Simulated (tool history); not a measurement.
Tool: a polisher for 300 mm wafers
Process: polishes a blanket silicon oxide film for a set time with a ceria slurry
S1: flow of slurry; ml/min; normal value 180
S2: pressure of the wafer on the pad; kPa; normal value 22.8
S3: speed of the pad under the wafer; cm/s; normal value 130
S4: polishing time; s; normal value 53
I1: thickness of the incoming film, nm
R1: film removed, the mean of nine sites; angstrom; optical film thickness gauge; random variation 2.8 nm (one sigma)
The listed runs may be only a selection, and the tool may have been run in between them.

{"run": 1, "hour": 0.0, "S1": 210, "S2": 22.8, "S3": 130, "S4": 53, "I1": 928.3, "R1": 2594}
{"run": 2, "hour": 15.7, "S1": 210, "S2": 22.8, "S3": 130, "S4": 53, "I1": 915.8, "R1": 2610}
{"hour": 35.3, "done": "worn pad replaced by a new one"}
{"run": 3, "hour": 93.7, "S1": 180, "S2": 22.8, "S3": 130, "S4": 53, "I1": 896.7, "R1": 2536}
{"hour": 162.3, "done": "worn pad replaced by a new one"}
{"run": 4, "hour": 201.6, "S1": 180, "S2": 22.8, "S3": 130, "S4": 53, "I1": 900.3, "R1": 2552}
{"run": 5, "hour": 225.5, "S1": 180, "S2": 26.9, "S3": 130, "S4": 63, "I1": 909.6, "R1": 3546}
{"run": 6, "hour": 260.0, "S1": 180, "S2": 26.9, "S3": 130, "S4": 63, "I1": 891.1, "R1": 3566}
{"run": 7, "hour": 273.2, "S1": 180, "S2": 22.8, "S3": 130, "S4": 53, "I1": 916.8, "R1": 2597}
{"hour": 297.0, "done": "worn pad replaced by a new one"}
{"hour": 313.0, "done": "head pressure recalibrated"}
{"hour": 322.2, "done": "slurry nozzle cleaned"}
{"run": 8, "hour": 331.8, "S1": 180, "S2": 22.8, "S3": 130, "S4": 66, "I1": 913.4, "R1": 3529}

Run 9 has not been measured yet. What should we expect?
{"run": 9, "hour": 354.0, "S1": 205, "S2": 26.2, "S3": 96, "S4": 37, "I1": 905.9, "R1": "?"}

{"run 9": {"R1": 1683}}
On a tool with no hidden condition, and with the same random variation, this run would have come out at R1 1705 angstrom.
